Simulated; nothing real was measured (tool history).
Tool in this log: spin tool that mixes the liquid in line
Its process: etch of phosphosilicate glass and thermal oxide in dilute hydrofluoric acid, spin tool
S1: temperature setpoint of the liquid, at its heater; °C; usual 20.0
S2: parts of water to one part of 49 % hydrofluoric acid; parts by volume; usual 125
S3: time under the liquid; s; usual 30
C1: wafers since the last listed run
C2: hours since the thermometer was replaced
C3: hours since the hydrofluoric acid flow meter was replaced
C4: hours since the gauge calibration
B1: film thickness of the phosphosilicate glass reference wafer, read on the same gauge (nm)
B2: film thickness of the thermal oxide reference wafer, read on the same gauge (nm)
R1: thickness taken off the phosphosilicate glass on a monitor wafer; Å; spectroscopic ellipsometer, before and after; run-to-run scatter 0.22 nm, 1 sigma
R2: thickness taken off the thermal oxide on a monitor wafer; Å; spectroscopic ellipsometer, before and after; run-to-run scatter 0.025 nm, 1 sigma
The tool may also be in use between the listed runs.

{"run": 1, "hour": 0.0, "S1": 22.0, "S2": 125, "S3": 30, "C1": 0, "C2": 2217.1, "C3": 450.8, "C4": 944.6, "B1": 39.96, "B2": 49.987, "R1": 446.7, "R2": 10.45}
{"run": 2, "hour": 71.3, "S1": 20.0, "S2": 75, "S3": 30, "C1": 1479, "C2": 2288.4, "C3": 522.1, "C4": 1015.9, "B1": 40.0, "B2": 49.991, "R1": 721.3, "R2": 16.11}
{"run": 3, "hour": 179.0, "S1": 20.0, "S2": 75, "S3": 30, "C1": 2235, "C2": 2396.1, "C3": 629.8, "C4": 1123.6, "B1": 40.01, "B2": 49.998, "R1": 727.3, "R2": 16.69}
{"run": 4, "hour": 230.6, "S1": 21.5, "S2": 175, "S3": 15, "C1": 1070, "C2": 2447.7, "C3": 681.4, "C4": 1175.2, "B1": 40.02, "B2": 49.986, "R1": 147.5, "R2": 3.22}
{"run": 5, "hour": 306.3, "S1": 17.5, "S2": 125, "S3": 30, "C1": 1571, "C2": 2523.4, "C3": 757.1, "C4": 1250.9, "B1": 39.98, "B2": 49.999, "R1": 378.6, "R2": 8.73}
{"run": 6, "hour": 373.4, "S1": 18.0, "S2": 85, "S3": 20, "C1": 1392, "C2": 2590.5, "C3": 824.2, "C4": 1318.0, "B1": 40.03, "B2": 50.0, "R1": 391.2, "R2": 8.71}
{"run": 7, "hour": 474.9, "S1": 18.5, "S2": 125, "S3": 30, "C1": 2106, "C2": 2692.0, "C3": 925.7, "C4": 1419.5, "B1": 39.99, "B2": 50.014, "R1": 390.0, "R2": 8.33}
{"hour": 562.7, "done": "hydrofluoric acid flow meter replaced"}
{"hour": 571.6, "done": "thermometer replaced"}
{"hour": 672.8, "done": "gauge calibrated"}
{"run": 8, "hour": 759.6, "S1": 17.0, "S2": 145, "S3": 30, "C1": 5866, "C2": 188.0, "C3": 196.9, "C4": 86.8, "B1": 40.02, "B2": 50.0, "R1": 304.6, "R2": 7.25}
{"run": 9, "hour": 800.7, "S1": 22.0, "S2": 85, "S3": 15, "C1": 852, "C2": 229.1, "C3": 238.0, "C4": 127.9, "B1": 40.03, "B2": 49.98, "R1": 339.4, "R2": 7.3}
{"run": 10, "hour": 853.7, "S1": 20.0, "S2": 125, "S3": 15, "C1": 1099, "C2": 282.1, "C3": 291.0, "C4": 180.9, "B1": 39.99, "B2": 49.986, "R1": 203.9, "R2": 4.28}
{"run": 11, "hour": 893.0, "S1": 17.0, "S2": 150, "S3": 20, "C1": 815, "C2": 321.4, "C3": 330.3, "C4": 220.2, "B1": 39.98, "B2": 49.985, "R1": 194.6, "R2": 4.49}
{"run": 12, "hour": 1068.4, "S1": 18.5, "S2": 160, "S3": 15, "C1": 3640, "C2": 496.8, "C3": 505.7, "C4": 395.6, "B1": 40.02, "B2": 50.018, "R1": 145.8, "R2": 3.47}
{"run": 13, "hour": 1114.7, "S1": 20.0, "S2": 80, "S3": 20, "C1": 960, "C2": 543.1, "C3": 552.0, "C4": 441.9, "B1": 40.0, "B2": 49.995, "R1": 452.6, "R2": 9.81}
{"run": 14, "hour": 1194.9, "S1": 17.0, "S2": 125, "S3": 30, "C1": 1664, "C2": 623.3, "C3": 632.2, "C4": 522.1, "B1": 39.99, "B2": 49.987, "R1": 363.3, "R2": 7.68}
{"run": 15, "hour": 1281.9, "S1": 24.0, "S2": 160, "S3": 45, "C1": 1805, "C2": 710.3, "C3": 719.2, "C4": 609.1, "B1": 40.02, "B2": 50.013, "R1": 548.3, "R2": 12.85}
{"run": 16, "hour": 1349.7, "S1": 25.0, "S2": 125, "S3": 45, "C1": 1407, "C2": 778.1, "C3": 787.0, "C4": 676.9, "B1": 39.97, "B2": 49.999, "R1": 756.1, "R2": 17.32}
{"run": 17, "hour": 1433.9, "S1": 21.5, "S2": 175, "S3": 50, "C1": 1747, "C2": 862.3, "C3": 871.2, "C4": 761.1, "B1": 40.03, "B2": 50.001, "R1": 496.7, "R2": 11.31}
{"hour": 1504.3, "done": "hydrofluoric acid flow meter replaced"}
{"run": 18, "hour": 1526.2, "S1": 20.0, "S2": 125, "S3": 30, "C1": 1894, "C2": 954.6, "C3": 21.9, "C4": 853.4, "B1": 40.0, "B2": 49.983, "R1": 405.6, "R2": 9.58}
{"run": 19, "hour": 1605.1, "S1": 20.0, "S2": 125, "S3": 30, "C1": 1637, "C2": 1033.5, "C3": 100.8, "C4": 932.3, "B1": 40.02, "B2": 50.001, "R1": 406.5, "R2": 9.32}
{"run": 20, "hour": 1659.3, "S1": 24.0, "S2": 125, "S3": 50, "C1": 1124, "C2": 1087.7, "C3": 155.0, "C4": 986.5, "B1": 40.0, "B2": 50.012, "R1": 797.9, "R2": 17.18}
{"run": 21, "hour": 1698.7, "S1": 20.0, "S2": 125, "S3": 45, "C1": 817, "C2": 1127.1, "C3": 194.4, "C4": 1025.9, "B1": 40.0, "B2": 49.997, "R1": 609.9, "R2": 12.81}
{"run": 22, "hour": 1760.4, "S1": 20.0, "S2": 165, "S3": 45, "C1": 1280, "C2": 1188.8, "C3": 256.1, "C4": 1087.6, "B1": 40.02, "B2": 50.006, "R1": 445.8, "R2": 10.09}
{"run": 23, "hour": 1846.7, "S1": 20.0, "S2": 125, "S3": 30, "C1": 1790, "C2": 1275.1, "C3": 342.4, "C4": 1173.9, "B1": 40.03, "B2": 49.983, "R1": 407.0, "R2": 8.82}
{"run": 24, "hour": 1891.6, "S1": 20.0, "S2": 75, "S3": 30, "C1": 931, "C2": 1320.0, "C3": 387.3, "C4": 1218.8, "B1": 40.0, "B2": 50.008, "R1": 721.3, "R2": 16.62}
{"run": 25, "hour": 1936.3, "S1": 20.0, "S2": 125, "S3": 30, "C1": 927, "C2": 1364.7, "C3": 432.0, "C4": 1263.5, "B1": 40.0, "B2": 50.012, "R1": 408.1, "R2": 9.35}
{"run": 26, "hour": 2029.2, "S1": 20.0, "S2": 125, "S3": 30, "C1": 1927, "C2": 1457.6, "C3": 524.9, "C4": 1356.4, "B1": 40.06, "B2": 49.999, "R1": 410.7, "R2": 9.06}

3 ways to go on from here, each from the tool as it stands after run 26. What would each give?
{"run": "A", "hour": 2029.6, "S1": 20.0, "S2": 85, "S3": 30, "C1": 8, "C2": 1458.0, "C3": 525.3, "C4": 1356.8, "B1": "?", "B2": "?", "R1": "?", "R2": "?"}
{"run": "B", "hour": 2029.6, "S1": 18.5, "S2": 95, "S3": 15, "C1": 8, "C2": 1458.0, "C3": 525.3, "C4": 1356.8, "B1": "?", "B2": "?", "R1": "?", "R2": "?"}
{"run": "C", "hour": 2029.6, "S1": 20.0, "S2": 95, "S3": 40, "C1": 8, "C2": 1458.0, "C3": 525.3, "C4": 1356.8, "B1": "?", "B2": "?", "R1": "?", "R2": "?"}

run=A B1=40.03 B2=50.002 R1=628.3 R2=14.35
run=B B1=40.03 B2=50.002 R1=261.2 R2=5.97
run=C B1=40.03 B2=50.002 R1=741.2 R2=16.93
Without the tool's unlogged condition, the same runs would have read:
run=A R1=615.3 R2=14.06
run=B R1=255.8 R2=5.84
run=C R1=725.8 R2=16.58
